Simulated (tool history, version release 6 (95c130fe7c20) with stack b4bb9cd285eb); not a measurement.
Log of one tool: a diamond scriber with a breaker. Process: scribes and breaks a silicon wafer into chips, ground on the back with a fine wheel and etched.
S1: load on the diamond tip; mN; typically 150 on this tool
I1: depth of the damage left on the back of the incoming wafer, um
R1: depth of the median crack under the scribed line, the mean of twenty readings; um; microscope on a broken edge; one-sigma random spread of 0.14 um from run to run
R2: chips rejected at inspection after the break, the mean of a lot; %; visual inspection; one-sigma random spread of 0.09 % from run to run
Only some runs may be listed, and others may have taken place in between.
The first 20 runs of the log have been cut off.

run,hour,S1,I1,R1,R2
21,551.4,150,0.56,7.97,1.85
22,568.3,113,0.37,6.04,8.85
23,600.7,130,0.74,6.85,2.56
24,623.9,150,0.79,7.95,2.11
25,640.8,150,0.61,7.96,2.14
26,655.5,121,0.47,6.65,4.51
27,740.0,179,0.50,9.51,7.01
28,754.3,189,0.74,10.02,10.18
# hour 770.4: diamond tip replaced by a new one
29,775.0,112,0.69,5.91,6.51
30,795.2,173,0.78,9.80,6.22

Predict each of these 4 candidate next runs independently; none follows another, all start after run 30:
A,795.9,150,0.67,?,?
B,795.9,177,0.67,?,?
C,795.9,168,0.67,?,?
D,795.9,125,0.67,?,?

run,R1,R2
A,8.23,2.40
B,9.64,7.15
C,9.18,5.21
D,6.80,3.00
Take away the tool's hidden state, keep each run's random variation, and the runs would have read:
run,R1,R2
A,7.60,1.79
B,8.90,4.19
C,8.48,2.95
D,6.27,5.30
